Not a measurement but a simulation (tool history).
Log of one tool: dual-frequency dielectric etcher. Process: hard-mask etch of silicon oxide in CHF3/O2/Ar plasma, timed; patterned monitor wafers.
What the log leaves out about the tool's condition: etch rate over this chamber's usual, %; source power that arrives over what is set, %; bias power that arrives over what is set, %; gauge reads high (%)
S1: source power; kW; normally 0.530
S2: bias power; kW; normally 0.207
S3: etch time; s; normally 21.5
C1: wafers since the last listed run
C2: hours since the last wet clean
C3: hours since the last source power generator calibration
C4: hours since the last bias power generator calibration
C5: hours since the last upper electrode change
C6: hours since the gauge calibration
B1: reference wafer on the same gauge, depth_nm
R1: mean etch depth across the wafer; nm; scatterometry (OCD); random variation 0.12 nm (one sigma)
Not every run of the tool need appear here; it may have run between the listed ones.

| run | hour | S1 | S2 | S3 | C1 | C2 | C3 | C4 | C5 | C6 | B1 | R1 |
|---|---|---|---|---|---|---|---|---|---|---|---|---|
| 1 | 0.0 | 0.530 | 0.207 | 21.5 | 0 | 524.1 | 1600.1 | 1975.4 | 3051.0 | 462.6 | 40.02 | 41.53 |
| 2 | 12.7 | 0.530 | 0.207 | 21.5 | 222 | 536.8 | 1612.8 | 1988.1 | 3063.7 | 475.3 | 39.99 | 41.75 |
| 3 | 38.3 | 0.530 | 0.207 | 21.5 | 448 | 562.4 | 1638.4 | 2013.7 | 3089.3 | 500.9 | 39.98 | 41.52 |
| 4 | 67.2 | 0.530 | 0.207 | 21.5 | 506 | 591.3 | 1667.3 | 2042.6 | 3118.2 | 529.8 | 40.01 | 41.65 |
| 5 | 91.8 | 0.530 | 0.207 | 21.5 | 430 | 615.9 | 1691.9 | 2067.2 | 3142.8 | 554.4 | 39.97 | 41.68 |
| 6 | 112.0 | 0.530 | 0.207 | 21.5 | 353 | 636.1 | 1712.1 | 2087.4 | 3163.0 | 574.6 | 39.98 | 41.82 |
|  | 118.8 | source power generator calibrated |
| 7 | 135.5 | 0.530 | 0.207 | 21.5 | 341 | 659.6 | 16.7 | 2110.9 | 3186.5 | 598.1 | 40.01 | 41.67 |
|  | 164.3 | wet clean of the chamber |
| 8 | 164.8 | 0.530 | 0.207 | 21.5 | 92 | 0.5 | 46.0 | 2140.2 | 3215.8 | 627.4 | 40.03 | 40.32 |
| 9 | 173.4 | 0.530 | 0.207 | 21.5 | 150 | 9.1 | 54.6 | 2148.8 | 3224.4 | 636.0 | 40.00 | 40.44 |
| 10 | 196.6 | 0.530 | 0.207 | 21.5 | 406 | 32.3 | 77.8 | 2172.0 | 3247.6 | 659.2 | 39.99 | 40.56 |
| 11 | 209.1 | 0.470 | 0.207 | 25.0 | 218 | 44.8 | 90.3 | 2184.5 | 3260.1 | 671.7 | 40.00 | 45.14 |
| 12 | 221.5 | 0.470 | 0.207 | 25.0 | 217 | 57.2 | 102.7 | 2196.9 | 3272.5 | 684.1 | 40.00 | 45.46 |
| 13 | 236.8 | 0.470 | 0.207 | 25.0 | 267 | 72.5 | 118.0 | 2212.2 | 3287.8 | 699.4 | 39.96 | 45.37 |
|  | 263.0 | upper electrode replaced |
| 14 | 263.5 | 0.530 | 0.181 | 19.5 | 47 | 99.2 | 144.7 | 2238.9 | 0.5 | 726.1 | 40.02 | 34.95 |
| 15 | 309.3 | 0.400 | 0.174 | 27.0 | 802 | 145.0 | 190.5 | 2284.7 | 46.3 | 771.9 | 40.02 | 43.24 |
|  | 315.8 | bias power generator calibrated |
| 16 | 340.9 | 0.530 | 0.207 | 21.5 | 483 | 176.6 | 222.1 | 25.1 | 77.9 | 803.5 | 40.00 | 40.78 |
| 17 | 368.5 | 0.530 | 0.234 | 15.5 | 483 | 204.2 | 249.7 | 52.7 | 105.5 | 831.1 | 40.01 | 31.04 |
| 18 | 398.7 | 0.600 | 0.207 | 21.5 | 528 | 234.4 | 279.9 | 82.9 | 135.7 | 861.3 | 39.99 | 42.85 |
| 19 | 424.6 | 0.490 | 0.235 | 21.5 | 453 | 260.3 | 305.8 | 108.8 | 161.6 | 887.2 | 39.98 | 42.06 |
|  | 432.7 | gauge calibrated |
| 20 | 450.8 | 0.530 | 0.207 | 21.5 | 458 | 286.5 | 332.0 | 135.0 | 187.8 | 18.1 | 40.01 | 41.20 |
| 21 | 475.2 | 0.530 | 0.207 | 21.5 | 427 | 310.9 | 356.4 | 159.4 | 212.2 | 42.5 | 40.04 | 41.15 |
| 22 | 505.8 | 0.480 | 0.181 | 21.5 | 535 | 341.5 | 387.0 | 190.0 | 242.8 | 73.1 | 40.02 | 37.87 |
| 23 | 532.3 | 0.570 | 0.207 | 23.5 | 464 | 368.0 | 413.5 | 216.5 | 269.3 | 99.6 | 39.98 | 46.50 |
| 24 | 545.2 | 0.530 | 0.190 | 21.5 | 225 | 380.9 | 426.4 | 229.4 | 282.2 | 112.5 | 39.99 | 39.90 |
| 25 | 567.6 | 0.530 | 0.171 | 27.5 | 392 | 403.3 | 448.8 | 251.8 | 304.6 | 134.9 | 40.00 | 48.91 |
| 26 | 583.5 | 0.530 | 0.236 | 21.5 | 278 | 419.2 | 464.7 | 267.7 | 320.5 | 150.8 | 40.03 | 43.84 |
| 27 | 598.4 | 0.530 | 0.207 | 21.5 | 260 | 434.1 | 479.6 | 282.6 | 335.4 | 165.7 | 39.99 | 41.31 |
| 28 | 633.1 | 0.490 | 0.207 | 24.5 | 607 | 468.8 | 514.3 | 317.3 | 370.1 | 200.4 | 40.02 | 45.97 |
| 29 | 657.6 | 0.620 | 0.207 | 18.0 | 429 | 493.3 | 538.8 | 341.8 | 394.6 | 224.9 | 40.02 | 36.64 |

What would each run have given without the hidden state, its run-to-run variation left as it was?
| run | R1 |
|---|---|
| 1 | 40.42 |
| 2 | 40.62 |
| 3 | 40.34 |
| 4 | 40.40 |
| 5 | 40.38 |
| 6 | 40.48 |
| 7 | 40.27 |
| 8 | 40.25 |
| 9 | 40.35 |
| 10 | 40.42 |
| 11 | 44.96 |
| 12 | 45.24 |
| 13 | 45.13 |
| 14 | 34.71 |
| 15 | 42.84 |
| 16 | 40.33 |
| 17 | 30.65 |
| 18 | 42.25 |
| 19 | 41.41 |
| 20 | 40.52 |
| 21 | 40.41 |
| 22 | 37.13 |
| 23 | 45.53 |
| 24 | 39.03 |
| 25 | 47.79 |
| 26 | 42.80 |
| 27 | 40.31 |
| 28 | 44.77 |
| 29 | 35.64 |

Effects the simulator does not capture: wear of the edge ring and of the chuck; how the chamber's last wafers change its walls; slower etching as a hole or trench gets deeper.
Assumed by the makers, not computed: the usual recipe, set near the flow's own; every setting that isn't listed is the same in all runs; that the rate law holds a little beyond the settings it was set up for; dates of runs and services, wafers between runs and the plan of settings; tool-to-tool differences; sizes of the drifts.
